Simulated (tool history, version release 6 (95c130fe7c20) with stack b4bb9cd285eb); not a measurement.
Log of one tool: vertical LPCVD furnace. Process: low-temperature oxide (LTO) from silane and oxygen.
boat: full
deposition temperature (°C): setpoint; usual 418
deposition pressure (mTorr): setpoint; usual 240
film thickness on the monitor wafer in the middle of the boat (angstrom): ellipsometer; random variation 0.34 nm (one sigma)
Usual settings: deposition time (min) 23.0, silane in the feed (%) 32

run,hour,deposition temperature (°C),deposition pressure (mTorr),deposition time (min),silane in the feed (%),"read-back reference wafer on the same gauge, thickness",film thickness on the monitor wafer in the middle of the boat (angstrom)
1,0.0,418,240,23.0,32,204.97,2350.8
2,34.3,418,240,23.0,32,205.07,2348.1
3,58.5,418,240,23.0,32,205.04,2355.7
4,86.1,422,240,23.0,32,204.97,2454.3
5,100.3,422,240,23.0,32,204.97,2452.1
6,112.3,422,240,23.0,32,204.98,2452.5
7,141.1,418,240,23.0,32,205.10,2345.3
# hour 190.0: thermocouples replaced and temperature profile calibrated
8,190.5,418,240,23.0,32,204.95,2360.4
# hour 201.5: gauge calibrated
# hour 223.9: pressure gauge zeroed
9,224.2,418,240,31.5,37,205.05,3856.3

Forecast run 10:
# hour 257.6: silane flow controller replaced
10,258.1,418,240,23.0,26,?,?

read-back reference wafer on the same gauge, thickness: 205.06
film thickness on the monitor wafer in the middle of the boat (angstrom): 1523.3
Without the tool's hidden state the same run would have given film thickness on the monitor wafer in the middle of the boat (angstrom) 1671.7.
